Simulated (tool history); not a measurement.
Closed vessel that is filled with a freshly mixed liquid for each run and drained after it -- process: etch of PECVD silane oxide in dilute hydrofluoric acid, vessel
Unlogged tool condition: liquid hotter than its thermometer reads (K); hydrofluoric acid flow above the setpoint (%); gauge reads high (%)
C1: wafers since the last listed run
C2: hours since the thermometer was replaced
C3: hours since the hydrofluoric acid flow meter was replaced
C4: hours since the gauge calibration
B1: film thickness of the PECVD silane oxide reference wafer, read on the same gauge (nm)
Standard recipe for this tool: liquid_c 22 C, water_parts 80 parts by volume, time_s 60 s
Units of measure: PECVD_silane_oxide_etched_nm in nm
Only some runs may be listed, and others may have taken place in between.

run 1 hour=0 | liquid_c=18 water_parts=80 time_s=75 | C1=0 C2=2201.3 C3=993.8 C4=1753 | B1=79.98 | PECVD_silane_oxide_etched_nm=37.14
run 2 hour=87.8 | liquid_c=18 water_parts=80 time_s=75 | C1=6494 C2=2289.1 C3=1081.6 C4=1840.8 | B1=79.99 | PECVD_silane_oxide_etched_nm=37.69
run 3 hour=139.7 | liquid_c=22 water_parts=80 time_s=60 | C1=3838 C2=2341 C3=1133.5 C4=1892.7 | B1=80.01 | PECVD_silane_oxide_etched_nm=34.79
-- hour=198.1 gauge calibrated
run 4 hour=209.7 | liquid_c=22 water_parts=80 time_s=60 | C1=5177 C2=2411 C3=1203.5 C4=11.6 | B1=79.99 | PECVD_silane_oxide_etched_nm=34.9
run 5 hour=293.5 | liquid_c=26 water_parts=80 time_s=60 | C1=6198 C2=2494.8 C3=1287.3 C4=95.4 | B1=80.01 | PECVD_silane_oxide_etched_nm=41.39
run 6 hour=333.9 | liquid_c=26 water_parts=80 time_s=60 | C1=2988 C2=2535.2 C3=1327.7 C4=135.8 | B1=79.99 | PECVD_silane_oxide_etched_nm=40.14
run 7 hour=430.5 | liquid_c=22 water_parts=95 time_s=60 | C1=7145 C2=2631.8 C3=1424.3 C4=232.4 | B1=79.98 | PECVD_silane_oxide_etched_nm=28.7
run 8 hour=530 | liquid_c=21 water_parts=80 time_s=60 | C1=7359 C2=2731.3 C3=1523.8 C4=331.9 | B1=79.98 | PECVD_silane_oxide_etched_nm=34.02
run 9 hour=567 | liquid_c=21 water_parts=80 time_s=60 | C1=2736 C2=2768.3 C3=1560.8 C4=368.9 | B1=79.98 | PECVD_silane_oxide_etched_nm=33.9
run 10 hour=619.2 | liquid_c=25 water_parts=80 time_s=60 | C1=3861 C2=2820.5 C3=1613 C4=421.1 | B1=80.02 | PECVD_silane_oxide_etched_nm=39.72
run 11 hour=712.7 | liquid_c=22 water_parts=80 time_s=60 | C1=6916 C2=2914 C3=1706.5 C4=514.6 | B1=80.01 | PECVD_silane_oxide_etched_nm=34.69
-- hour=736.9 thermometer replaced
run 12 hour=766.3 | liquid_c=22 water_parts=80 time_s=60 | C1=3890 C2=29.4 C3=1760.1 C4=568.2 | B1=80.01 | PECVD_silane_oxide_etched_nm=33.07
run 13 hour=840.8 | liquid_c=22 water_parts=80 time_s=60 | C1=5510 C2=103.9 C3=1834.6 C4=642.7 | B1=80.05 | PECVD_silane_oxide_etched_nm=32.66
run 14 hour=877.4 | liquid_c=22 water_parts=80 time_s=60 | C1=2707 C2=140.5 C3=1871.2 C4=679.3 | B1=79.99 | PECVD_silane_oxide_etched_nm=32.67
-- hour=900.1 hydrofluoric acid flow meter replaced
run 15 hour=953.9 | liquid_c=22 water_parts=80 time_s=60 | C1=5584 C2=217 C3=53.8 C4=755.8 | B1=80 | PECVD_silane_oxide_etched_nm=33.29
run 16 hour=1045 | liquid_c=17.5 water_parts=100 time_s=50 | C1=6738 C2=308.1 C3=144.9 C4=846.9 | B1=80.02 | PECVD_silane_oxide_etched_nm=17.58
run 17 hour=1112.6 | liquid_c=26.5 water_parts=60 time_s=90 | C1=5000 C2=375.7 C3=212.5 C4=914.5 | B1=79.98 | PECVD_silane_oxide_etched_nm=81.75
run 18 hour=1153.7 | liquid_c=24.5 water_parts=50 time_s=35 | C1=3040 C2=416.8 C3=253.6 C4=955.6 | B1=79.98 | PECVD_silane_oxide_etched_nm=36.17
run 19 hour=1234.2 | liquid_c=22 water_parts=55 time_s=45 | C1=5954 C2=497.3 C3=334.1 C4=1036.1 | B1=80 | PECVD_silane_oxide_etched_nm=37.17
run 20 hour=1326.7 | liquid_c=22 water_parts=40 time_s=30 | C1=6842 C2=589.8 C3=426.6 C4=1128.6 | B1=79.97 | PECVD_silane_oxide_etched_nm=35.48
run 21 hour=1386.8 | liquid_c=22 water_parts=80 time_s=60 | C1=4445 C2=649.9 C3=486.7 C4=1188.7 | B1=80.01 | PECVD_silane_oxide_etched_nm=33.16
run 22 hour=1434.3 | liquid_c=25 water_parts=70 time_s=45 | C1=3513 C2=697.4 C3=534.2 C4=1236.2 | B1=80 | PECVD_silane_oxide_etched_nm=32.59
run 23 hour=1538.3 | liquid_c=18.5 water_parts=105 time_s=60 | C1=7692 C2=801.4 C3=638.2 C4=1340.2 | B1=79.99 | PECVD_silane_oxide_etched_nm=21.91
run 24 hour=1807.7 | liquid_c=22 water_parts=80 time_s=60 | C1=19927 C2=1070.8 C3=907.6 C4=1609.6 | B1=80.02 | PECVD_silane_oxide_etched_nm=34.3
-- hour=1851.3 gauge calibrated
run 25 hour=1861.9 | liquid_c=25 water_parts=80 time_s=40 | C1=4009 C2=1125 C3=961.8 C4=10.6 | B1=79.96 | PECVD_silane_oxide_etched_nm=25.9
run 26 hour=1967.3 | liquid_c=26 water_parts=95 time_s=90 | C1=7796 C2=1230.4 C3=1067.2 C4=116 | B1=79.97 | PECVD_silane_oxide_etched_nm=49.84
run 27 hour=2014.2 | liquid_c=24.5 water_parts=80 time_s=40 | C1=3469 C2=1277.3 C3=1114.1 C4=162.9 | B1=79.99 | PECVD_silane_oxide_etched_nm=25.07
run 28 hour=2118.8 | liquid_c=22 water_parts=80 time_s=60 | C1=7737 C2=1381.9 C3=1218.7 C4=267.5 | B1=80 | PECVD_silane_oxide_etched_nm=34.46
run 29 hour=2226.8 | liquid_c=25.5 water_parts=90 time_s=40 | C1=7988 C2=1489.9 C3=1326.7 C4=375.5 | B1=79.99 | PECVD_silane_oxide_etched_nm=22.83
run 30 hour=2310.4 | liquid_c=20 water_parts=115 time_s=30 | C1=6183 C2=1573.5 C3=1410.3 C4=459.1 | B1=79.98 | PECVD_silane_oxide_etched_nm=10.43
run 31 hour=2349.8 | liquid_c=22 water_parts=80 time_s=90 | C1=2914 C2=1612.9 C3=1449.7 C4=498.5 | B1=80.03 | PECVD_silane_oxide_etched_nm=51.86

Estimate the outcome of run 32 from the log above:
run 32 hour=2443.1 | liquid_c=22 water_parts=80 time_s=60 | C1=6901 C2=1706.2 C3=1543 C4=591.8 | B1=? | PECVD_silane_oxide_etched_nm=?

B1: 80.02
PECVD_silane_oxide_etched_nm: 34.25 nm
The same run, on a tool lacking any hidden state, would have yielded PECVD_silane_oxide_etched_nm 32.47 nm.
